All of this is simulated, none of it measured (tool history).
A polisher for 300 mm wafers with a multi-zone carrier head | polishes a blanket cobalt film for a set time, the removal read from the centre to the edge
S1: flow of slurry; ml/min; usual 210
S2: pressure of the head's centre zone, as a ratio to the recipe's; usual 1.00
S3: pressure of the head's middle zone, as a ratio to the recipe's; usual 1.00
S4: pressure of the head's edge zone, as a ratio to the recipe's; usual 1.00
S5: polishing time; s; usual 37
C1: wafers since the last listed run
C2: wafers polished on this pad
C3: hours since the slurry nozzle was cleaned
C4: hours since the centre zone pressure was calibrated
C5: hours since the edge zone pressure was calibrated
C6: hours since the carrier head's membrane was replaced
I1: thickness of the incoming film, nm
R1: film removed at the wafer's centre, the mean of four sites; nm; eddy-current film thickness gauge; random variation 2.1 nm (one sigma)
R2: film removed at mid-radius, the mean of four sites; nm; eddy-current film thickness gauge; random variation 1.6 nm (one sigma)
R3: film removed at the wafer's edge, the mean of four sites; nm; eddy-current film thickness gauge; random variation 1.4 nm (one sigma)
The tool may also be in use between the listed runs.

run 1 hour=0.0 | S1=210 S2=1.00 S3=1.00 S4=1.00 S5=37 | C1=0 C2=468 C3=706.1 C4=642.8 C5=288.6 C6=471.8 | I1=1248.4 | R1=185.0 R2=183.3 R3=181.6
run 2 hour=10.1 | S1=210 S2=1.00 S3=1.00 S4=1.00 S5=37 | C1=82 C2=551 C3=716.2 C4=652.9 C5=298.7 C6=481.9 | I1=1248.1 | R1=185.0 R2=181.2 R3=181.4
run 3 hour=16.8 | S1=210 S2=1.09 S3=1.00 S4=1.00 S5=45 | C1=54 C2=605 C3=722.9 C4=659.6 C5=305.4 C6=488.6 | I1=1247.3 | R1=242.7 R2=216.8 R3=217.5
run 4 hour=33.4 | S1=210 S2=1.00 S3=1.00 S4=1.00 S5=37 | C1=136 C2=741 C3=739.5 C4=676.2 C5=322.0 C6=505.2 | I1=1260.0 | R1=180.3 R2=175.4 R3=173.8
run 5 hour=39.6 | S1=210 S2=1.00 S3=1.00 S4=1.00 S5=37 | C1=50 C2=792 C3=745.7 C4=682.4 C5=328.2 C6=511.4 | I1=1226.6 | R1=177.8 R2=174.5 R3=175.4
run 6 hour=50.4 | S1=210 S2=1.00 S3=1.00 S4=1.00 S5=37 | C1=88 C2=881 C3=756.5 C4=693.2 C5=339.0 C6=522.2 | I1=1247.3 | R1=178.3 R2=173.1 R3=171.1
run 7 hour=60.7 | S1=210 S2=1.00 S3=1.00 S4=1.00 S5=37 | C1=84 C2=965 C3=766.8 C4=703.5 C5=349.3 C6=532.5 | I1=1231.2 | R1=174.5 R2=173.3 R3=167.6
-- hour=62.4 slurry nozzle cleaned
-- hour=68.1 edge zone pressure recalibrated
-- hour=80.6 centre zone pressure recalibrated
-- hour=81.2 worn pad replaced by a new one
run 8 hour=81.7 | S1=230 S2=1.11 S3=1.00 S4=1.12 S5=27 | C1=125 C2=3 C3=19.3 C4=1.1 C5=13.6 C6=553.5 | I1=1267.4 | R1=154.6 R2=135.7 R3=138.7
run 9 hour=92.2 | S1=210 S2=1.00 S3=1.00 S4=1.00 S5=37 | C1=86 C2=89 C3=29.8 C4=11.6 C5=24.1 C6=564.0 | I1=1259.3 | R1=185.7 R2=184.7 R3=182.3
-- hour=112.6 carrier head's membrane replaced by a new one
run 10 hour=113.1 | S1=230 S2=1.00 S3=1.11 S4=1.08 S5=26 | C1=130 C2=220 C3=50.7 C4=32.5 C5=45.0 C6=0.5 | I1=1271.3 | R1=133.1 R2=141.7 R3=132.9
run 11 hour=114.6 | S1=210 S2=1.00 S3=1.10 S4=1.04 S5=37 | C1=12 C2=232 C3=52.2 C4=34.0 C5=46.5 C6=2.0 | I1=1233.0 | R1=188.9 R2=196.3 R3=182.1
run 12 hour=129.9 | S1=210 S2=1.00 S3=1.00 S4=1.00 S5=37 | C1=125 C2=357 C3=67.5 C4=49.3 C5=61.8 C6=17.3 | I1=1238.6 | R1=184.0 R2=181.9 R3=176.6
run 13 hour=143.0 | S1=210 S2=1.00 S3=1.00 S4=1.00 S5=30 | C1=107 C2=465 C3=80.6 C4=62.4 C5=74.9 C6=30.4 | I1=1256.5 | R1=147.6 R2=145.0 R3=144.5
run 14 hour=151.0 | S1=210 S2=1.00 S3=1.00 S4=1.00 S5=37 | C1=65 C2=530 C3=88.6 C4=70.4 C5=82.9 C6=38.4 | I1=1249.0 | R1=177.9 R2=177.4 R3=176.0
run 15 hour=157.0 | S1=170 S2=1.00 S3=1.00 S4=1.00 S5=40 | C1=49 C2=579 C3=94.6 C4=76.4 C5=88.9 C6=44.4 | I1=1238.2 | R1=187.7 R2=187.8 R3=187.7

Hidden state or all else? Some run-to-run changes of R1, split into what the settings, what came in and random variation would give without the hidden state, and what is left for the hidden state (with any gauge scatter that isn't in both results):
The hidden state here: removal rate lost through wear of the pad, %; slurry flow missing at the pad, %; deviation of the centre zone's pressure from its setpoint, %; deviation of the edge zone's pressure from its setpoint, %.
Run 3 -> 4: S2 1.09 -> 1.00, S5 45 -> 37. R1 -62.4 nm: hidden state -0.7, all else -61.7.
Run 7 -> 8: S1 210 -> 230, S2 1.00 -> 1.11, S4 1.00 -> 1.12, S5 37 -> 27, slurry nozzle cleaned, edge zone pressure recalibrated, centre zone pressure recalibrated, worn pad replaced by a new one. R1 -19.9 nm: hidden state +13.4, all else -33.3.
